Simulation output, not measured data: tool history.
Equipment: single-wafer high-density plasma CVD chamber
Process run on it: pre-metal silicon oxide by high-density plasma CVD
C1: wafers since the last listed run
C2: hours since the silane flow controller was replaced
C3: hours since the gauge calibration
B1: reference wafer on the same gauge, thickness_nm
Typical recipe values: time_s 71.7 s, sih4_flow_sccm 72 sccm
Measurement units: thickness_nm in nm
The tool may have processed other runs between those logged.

Run 1, hour 0.0: usual settings; C1 0; C2 1325.9; C3 937.6; B1 523.919. Result: thickness_nm 524.998 nm.
Run 2, hour 64.6: usual settings; C1 1243; C2 1390.5; C3 1002.2; B1 524.626. Result: thickness_nm 526.664 nm.
Run 3, hour 126.9: usual settings but time_s 68.5 s, sih4_flow_sccm 62 sccm; C1 1199; C2 1452.8; C3 1064.5; B1 523.873. Result: thickness_nm 453.082 nm.
Run 4, hour 214.7: usual settings but time_s 68.5 s, sih4_flow_sccm 62 sccm; C1 1690; C2 1540.6; C3 1152.3; B1 524.069. Result: thickness_nm 450.453 nm.
Run 5, hour 259.0: usual settings; C1 852; C2 1584.9; C3 1196.6; B1 524.004. Result: thickness_nm 533.704 nm.
Run 6, hour 319.8: usual settings; C1 1170; C2 1645.7; C3 1257.4; B1 524.712. Result: thickness_nm 531.714 nm.
Run 7, hour 362.4: usual settings but time_s 66.6 s; C1 820; C2 1688.3; C3 1300.0; B1 523.801. Result: thickness_nm 497.499 nm.
Run 8, hour 408.2: usual settings but time_s 66.6 s; C1 881; C2 1734.1; C3 1345.8; B1 523.533. Result: thickness_nm 495.089 nm.
Run 9, hour 515.8: usual settings but time_s 77.8 s; C1 2071; C2 1841.7; C3 1453.4; B1 523.607. Result: thickness_nm 578.880 nm.
Run 10, hour 566.5: usual settings but time_s 61.3 s; C1 975; C2 1892.4; C3 1504.1; B1 523.382. Result: thickness_nm 458.793 nm.
Run 11, hour 662.7: usual settings but time_s 61.3 s; C1 1851; C2 1988.6; C3 1600.3; B1 522.961. Result: thickness_nm 456.893 nm.
At hour 693.7: gauge calibrated.
Run 12, hour 755.1: usual settings but sih4_flow_sccm 79 sccm; C1 1778; C2 2081.0; C3 61.4; B1 524.415. Result: thickness_nm 578.276 nm.
Run 13, hour 821.8: usual settings but sih4_flow_sccm 79 sccm; C1 1283; C2 2147.7; C3 128.1; B1 524.243. Result: thickness_nm 578.555 nm.
At hour 841.3: silane flow controller replaced.
Run 14, hour 881.2: usual settings but sih4_flow_sccm 79 sccm; C1 989; C2 39.9; C3 187.5; B1 524.534. Result: thickness_nm 552.025 nm.
Run 15, hour 931.8: usual settings but time_s 80.1 s; C1 974; C2 90.5; C3 238.1; B1 524.565. Result: thickness_nm 579.343 nm.
Run 16, hour 968.4: usual settings but time_s 82.5 s, sih4_flow_sccm 85 sccm; C1 704; C2 127.1; C3 274.7; B1 524.106. Result: thickness_nm 678.486 nm.
Run 17, hour 1151.7: usual settings but time_s 82.3 s, sih4_flow_sccm 59 sccm; C1 3528; C2 310.4; C3 458.0; B1 523.780. Result: thickness_nm 513.233 nm.
Run 18, hour 1242.1: usual settings but time_s 78.2 s, sih4_flow_sccm 86 sccm; C1 1740; C2 400.8; C3 548.4; B1 523.645. Result: thickness_nm 653.703 nm.
Run 19, hour 1318.0: usual settings but time_s 78.7 s, sih4_flow_sccm 68 sccm; C1 1461; C2 476.7; C3 624.3; B1 523.676. Result: thickness_nm 547.335 nm.
Run 20, hour 1402.5: usual settings but time_s 80.1 s, sih4_flow_sccm 82 sccm; C1 1626; C2 561.2; C3 708.8; B1 524.594. Result: thickness_nm 645.325 nm.
Run 21, hour 1504.0: usual settings; C1 1953; C2 662.7; C3 810.3; B1 523.236. Result: thickness_nm 519.922 nm.
Run 22, hour 1547.9: usual settings; C1 845; C2 706.6; C3 854.2; B1 523.621. Result: thickness_nm 522.021 nm.
Run 23, hour 1643.4: usual settings but time_s 57.8 s, sih4_flow_sccm 64 sccm; C1 1838; C2 802.1; C3 949.7; B1 523.300. Result: thickness_nm 384.694 nm.
Run 24, hour 1706.3: usual settings; C1 1210; C2 865.0; C3 1012.6; B1 522.976. Result: thickness_nm 518.289 nm.
Run 25, hour 1802.4: usual settings; C1 1849; C2 961.1; C3 1108.7; B1 524.632. Result: thickness_nm 526.812 nm.
Run 26, hour 1859.7: usual settings but time_s 62.2 s, sih4_flow_sccm 65 sccm; C1 1102; C2 1018.4; C3 1166.0; B1 523.410. Result: thickness_nm 421.464 nm.

Run 27, settings as shown, results not yet in. Your forecast:
Run 27, hour 1961.0: usual settings but time_s 79.1 s, sih4_flow_sccm 86 sccm; C1 1949; C2 1119.7; C3 1267.3; B1 ?. Result: thickness_nm ?.

Logged for run 27: B1 523.734, thickness_nm 659.984 nm.
If the tool had no hidden condition, the same run with the same run-to-run variation would have returned thickness_nm 652.865 nm.
